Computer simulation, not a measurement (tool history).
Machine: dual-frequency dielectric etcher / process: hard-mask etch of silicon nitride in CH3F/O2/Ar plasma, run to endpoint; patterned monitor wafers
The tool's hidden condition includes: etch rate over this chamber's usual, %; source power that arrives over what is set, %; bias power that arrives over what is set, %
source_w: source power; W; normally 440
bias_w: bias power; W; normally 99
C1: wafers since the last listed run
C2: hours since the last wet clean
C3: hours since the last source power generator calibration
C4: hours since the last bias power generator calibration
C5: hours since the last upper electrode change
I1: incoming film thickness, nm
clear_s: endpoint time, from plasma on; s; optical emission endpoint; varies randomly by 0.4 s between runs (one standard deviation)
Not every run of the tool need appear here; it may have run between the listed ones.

Run 1, hour 0: usual settings but source_w 390 W; C1 0; C2 314.5; C3 2805.1; C4 3737.1; C5 2151.2; I1 52.2. Result: clear_s 72.4 s.
Run 2, hour 202.6: usual settings but source_w 390 W; C1 1827; C2 517.1; C3 3007.7; C4 3939.7; C5 2353.8; I1 51.8. Result: clear_s 72.5 s.
At hour 261.1: wet clean of the chamber.
Run 3, hour 261.6: usual settings; C1 315; C2 0.5; C3 3066.7; C4 3998.7; C5 2412.8; I1 51.8. Result: clear_s 65.7 s.
Run 4, hour 317.1: usual settings; C1 500; C2 56; C3 3122.2; C4 4054.2; C5 2468.3; I1 52.1. Result: clear_s 67.1 s.
Run 5, hour 427.9: usual settings; C1 999; C2 166.8; C3 3233; C4 4165; C5 2579.1; I1 52.4. Result: clear_s 67.4 s.
Run 6, hour 463.8: usual settings; C1 323; C2 202.7; C3 3268.9; C4 4200.9; C5 2615; I1 52.4. Result: clear_s 67.9 s.
Run 7, hour 587.7: usual settings but bias_w 110 W; C1 1117; C2 326.6; C3 3392.8; C4 4324.8; C5 2738.9; I1 52.3. Result: clear_s 63.9 s.
At hour 612.4: upper electrode replaced.
Run 8, hour 646.4: usual settings but bias_w 110 W; C1 312; C2 385.3; C3 3451.5; C4 4383.5; C5 34; I1 52.2. Result: clear_s 64.2 s.
Run 9, hour 682.2: usual settings but bias_w 110 W; C1 322; C2 421.1; C3 3487.3; C4 4419.3; C5 69.8; I1 52.9. Result: clear_s 66.7 s.
At hour 713.2: wet clean of the chamber.
Run 10, hour 726.2: usual settings; C1 180; C2 13; C3 3531.3; C4 4463.3; C5 113.8; I1 51.7. Result: clear_s 65.4 s.
Run 11, hour 938.7: usual settings; C1 1916; C2 225.5; C3 3743.8; C4 4675.8; C5 326.3; I1 52.1. Result: clear_s 67.3 s.
Run 12, hour 996.9: usual settings but source_w 530 W; C1 524; C2 283.7; C3 3802; C4 4734; C5 384.5; I1 52. Result: clear_s 61.4 s.
At hour 1013.9: source power generator calibrated.
Run 13, hour 1063.6: usual settings but source_w 350 W, bias_w 112 W; C1 565; C2 350.4; C3 49.7; C4 4800.7; C5 451.2; I1 52.9. Result: clear_s 73.3 s.
Run 14, hour 1097.9: usual settings but bias_w 90 W; C1 309; C2 384.7; C3 84; C4 4835; C5 485.5; I1 52.6. Result: clear_s 71.5 s.
At hour 1108.2: bias power generator calibrated.
Run 15, hour 1134.5: usual settings but source_w 390 W; C1 294; C2 421.3; C3 120.6; C4 26.3; C5 522.1; I1 52.2. Result: clear_s 71.7 s.
Run 16, hour 1166.9: usual settings but source_w 480 W, bias_w 80 W; C1 292; C2 453.7; C3 153; C4 58.7; C5 554.5; I1 52.4. Result: clear_s 72.5 s.
At hour 1232.8: wet clean of the chamber.
Run 17, hour 1233.3: usual settings; C1 382; C2 0.5; C3 219.4; C4 125.1; C5 620.9; I1 52.4. Result: clear_s 65.9 s.
Run 18, hour 1249.2: usual settings but source_w 530 W, bias_w 90 W; C1 143; C2 16.4; C3 235.3; C4 141; C5 636.8; I1 52.4. Result: clear_s 63.4 s.
Run 19, hour 1299.4: usual settings; C1 452; C2 66.6; C3 285.5; C4 191.2; C5 687; I1 52. Result: clear_s 65.5 s.
Run 20, hour 1365.2: usual settings but source_w 400 W, bias_w 120 W; C1 593; C2 132.4; C3 351.3; C4 257; C5 752.8; I1 52. Result: clear_s 64.1 s.
Run 21, hour 1413.5: usual settings but bias_w 115 W; C1 435; C2 180.7; C3 399.6; C4 305.3; C5 801.1; I1 51.8. Result: clear_s 61.9 s.
Run 22, hour 1606.1: usual settings but source_w 390 W; C1 1737; C2 373.3; C3 592.2; C4 497.9; C5 993.7; I1 52.9. Result: clear_s 72.9 s.

Below are 3 alternative next runs, each starting from the tool's condition after run 22. Predict each:
Run A, hour 1606.5: usual settings but source_w 330 W; C1 3; C2 373.7; C3 592.6; C4 498.3; C5 994.1; I1 52.3. Result: clear_s ?.
Run B, hour 1606.5: usual settings but source_w 470 W, bias_w 81 W; C1 3; C2 373.7; C3 592.6; C4 498.3; C5 994.1; I1 52.3. Result: clear_s ?.
Run C, hour 1606.5: usual settings but source_w 350 W, bias_w 79 W; C1 3; C2 373.7; C3 592.6; C4 498.3; C5 994.1; I1 52.3. Result: clear_s ?.

run  clear_s
  A     78.8
  B     72.1
  C     84.6
Without the tool's hidden state the same runs would have given:
run  clear_s
  A     77.2
  B     70.6
  C     82.8
